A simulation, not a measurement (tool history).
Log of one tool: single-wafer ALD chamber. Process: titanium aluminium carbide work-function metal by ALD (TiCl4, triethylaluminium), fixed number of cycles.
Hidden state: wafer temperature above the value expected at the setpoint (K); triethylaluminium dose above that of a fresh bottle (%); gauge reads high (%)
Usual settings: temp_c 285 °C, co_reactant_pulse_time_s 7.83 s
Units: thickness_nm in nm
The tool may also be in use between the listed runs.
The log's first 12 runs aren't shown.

run,day,temp_c,co_reactant_pulse_time_s,wafers since the last listed run,hours since the last thermocouple change,hours since the last triethylaluminium bottle change,hours since the showerhead was replaced,hours since the gauge calibration,"read-back reference wafer on the same gauge, thickness_nm",thickness_nm
13,33.000,285,7.83,1789,1957.0,242.7,3820.9,1992.2,1.950,1.653
14,37.471,285,7.83,1876,2064.3,350.0,3928.2,2099.5,1.950,1.655
# day 40.133: thermocouple changed; heater temperature recalibrated
15,40.154,285,7.83,986,0.5,414.4,3992.6,2163.9,1.950,1.624
16,44.212,276,5.86,1703,97.9,511.8,4090.0,2261.3,1.950,1.357
17,46.271,300,7.83,864,147.3,561.2,4139.4,2310.7,1.950,1.724
# day 47.662: showerhead replaced
18,49.633,285,7.83,1271,228.0,641.9,47.3,2391.4,1.950,1.620
19,53.688,285,7.83,1701,325.3,739.2,144.6,2488.7,1.950,1.623
20,61.442,290,5.34,3254,511.4,925.3,330.7,2674.8,1.950,1.314

Forecast run 21:
21,64.288,280,10.36,1194,579.7,993.6,399.0,2743.1,?,?

read-back reference wafer on the same gauge, thickness_nm: 1.950
thickness_nm: 1.678 nm
Without the tool's hidden state the same run would have given thickness_nm 1.680 nm.
